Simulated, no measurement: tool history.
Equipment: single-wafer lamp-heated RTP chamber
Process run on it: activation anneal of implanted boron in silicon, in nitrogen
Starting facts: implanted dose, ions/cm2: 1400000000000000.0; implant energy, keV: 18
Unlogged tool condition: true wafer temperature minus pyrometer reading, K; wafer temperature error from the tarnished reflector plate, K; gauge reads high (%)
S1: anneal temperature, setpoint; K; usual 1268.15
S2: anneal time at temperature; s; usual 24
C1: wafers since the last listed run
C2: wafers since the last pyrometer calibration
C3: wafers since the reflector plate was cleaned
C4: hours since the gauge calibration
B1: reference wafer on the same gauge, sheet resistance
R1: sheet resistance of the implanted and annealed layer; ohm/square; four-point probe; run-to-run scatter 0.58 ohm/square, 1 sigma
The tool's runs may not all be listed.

run 1 day=0 | S1=1278.15 S2=28 | C1=0 C2=2700 C3=5633 C4=323.3 | B1=79.61 | R1=93.42
run 2 day=3.875 | S1=1278.15 S2=28 | C1=1572 C2=4272 C3=7206 C4=416.3 | B1=79.42 | R1=91.56
-- day=4.929 reflector plate cleaned
run 3 day=7.154 | S1=1278.15 S2=28 | C1=1195 C2=5467 C3=902 C4=495 | B1=79.57 | R1=94.54
run 4 day=9.192 | S1=1256.15 S2=24 | C1=826 C2=6294 C3=1729 C4=543.9 | B1=79.62 | R1=102.88
run 5 day=11.179 | S1=1256.15 S2=24 | C1=806 C2=7100 C3=2535 C4=591.6 | B1=79.53 | R1=101.14
-- day=12.008 pyrometer window cleaned and pyrometer calibrated
run 6 day=13.6 | S1=1268.15 S2=19 | C1=847 C2=646 C3=3382 C4=649.7 | B1=79.6 | R1=97.03
run 7 day=18.038 | S1=1268.15 S2=32 | C1=1800 C2=2446 C3=5182 C4=756.2 | B1=79.59 | R1=94.33
run 8 day=22.446 | S1=1268.15 S2=32 | C1=1788 C2=4235 C3=6971 C4=862 | B1=79.62 | R1=94.84
-- day=23.608 reflector plate cleaned
run 9 day=24.938 | S1=1268.15 S2=32 | C1=875 C2=5111 C3=538 C4=921.8 | B1=79.52 | R1=95.71
run 10 day=26.975 | S1=1261.15 S2=19 | C1=826 C2=5937 C3=1365 C4=970.7 | B1=79.71 | R1=101.04
-- day=29.683 pyrometer window cleaned and pyrometer calibrated
run 11 day=30.396 | S1=1268.15 S2=16 | C1=1252 C2=289 C3=2618 C4=1052.8 | B1=79.75 | R1=98.55
run 12 day=32.712 | S1=1268.15 S2=16 | C1=939 C2=1229 C3=3558 C4=1108.4 | B1=79.55 | R1=98.69
run 13 day=39.492 | S1=1268.15 S2=27 | C1=2750 C2=3979 C3=6308 C4=1271.1 | B1=79.6 | R1=94.28
-- day=40.154 reflector plate cleaned
run 14 day=41.179 | S1=1268.15 S2=27 | C1=549 C2=4529 C3=415 C4=1311.6 | B1=79.64 | R1=97.43
run 15 day=44.883 | S1=1268.15 S2=27 | C1=1502 C2=6032 C3=1918 C4=1400.5 | B1=79.83 | R1=97.09
run 16 day=48.45 | S1=1268.15 S2=35 | C1=1447 C2=7479 C3=3365 C4=1486.1 | B1=79.61 | R1=95.32
-- day=49.446 pyrometer window cleaned and pyrometer calibrated
run 17 day=52.696 | S1=1268.15 S2=24 | C1=1587 C2=1318 C3=4952 C4=1588 | B1=79.61 | R1=96.67
run 18 day=55.812 | S1=1239.15 S2=24 | C1=1264 C2=2583 C3=6217 C4=1662.8 | B1=79.62 | R1=110.67
-- day=57.65 reflector plate cleaned
run 19 day=59.488 | S1=1268.15 S2=24 | C1=1355 C2=3939 C3=745 C4=1751 | B1=79.7 | R1=97.54
run 20 day=62.367 | S1=1244.15 S2=32 | C1=1168 C2=5107 C3=1913 C4=1820.1 | B1=79.51 | R1=108.4
run 21 day=64.138 | S1=1283.15 S2=31 | C1=718 C2=5825 C3=2632 C4=1862.6 | B1=79.59 | R1=92.75
run 22 day=66.325 | S1=1268.15 S2=24 | C1=887 C2=6713 C3=3520 C4=1915.1 | B1=79.64 | R1=95.59
-- day=70.229 gauge calibrated
-- day=70.375 pyrometer window cleaned and pyrometer calibrated
run 23 day=70.538 | S1=1268.15 S2=11 | C1=1573 C2=66 C3=5094 C4=7.4 | B1=79.62 | R1=99.58
run 24 day=72.796 | S1=1253.15 S2=37 | C1=916 C2=982 C3=6010 C4=61.6 | B1=79.75 | R1=99.63
-- day=75.533 reflector plate cleaned
run 25 day=76.562 | S1=1268.15 S2=31 | C1=1393 C2=2375 C3=417 C4=152 | B1=79.72 | R1=96.21
run 26 day=80.204 | S1=1240.15 S2=18 | C1=1477 C2=3853 C3=1894 C4=239.4 | B1=79.58 | R1=116.2
run 27 day=82.079 | S1=1251.15 S2=17 | C1=760 C2=4614 C3=2655 C4=284.4 | B1=79.62 | R1=106.11
run 28 day=85.838 | S1=1268.15 S2=16 | C1=1524 C2=6139 C3=4180 C4=374.6 | B1=79.57 | R1=96.93
-- day=88.871 pyrometer window cleaned and pyrometer calibrated
run 29 day=88.892 | S1=1249.15 S2=32 | C1=1103 C2=7 C3=5284 C4=447.9 | B1=79.51 | R1=101.91
run 30 day=92.271 | S1=1256.15 S2=17 | C1=1371 C2=1379 C3=6655 C4=529 | B1=79.57 | R1=100.98
-- day=93.783 reflector plate cleaned
run 31 day=94.338 | S1=1289.15 S2=31 | C1=703 C2=2082 C3=224 C4=578.6 | B1=79.52 | R1=91.17

Here are 3 independent what-if runs from the current tool condition. What would each one return?
run A day=94.354 | S1=1268.15 S2=34 | C1=6 C2=2089 C3=231 C4=579 | B1=? | R1=?
run B day=94.354 | S1=1298.15 S2=38 | C1=6 C2=2089 C3=231 C4=579 | B1=? | R1=?
run C day=94.354 | S1=1293.15 S2=18 | C1=6 C2=2089 C3=231 C4=579 | B1=? | R1=?

run=A B1=79.52 R1=96.39
run=B B1=79.52 R1=89.72
run=C B1=79.52 R1=92.19
The same runs, with their run-to-run variation unchanged, on a tool lacking any hidden condition would have given:
run=A R1=96.57
run=B R1=89.79
run=C R1=92.28
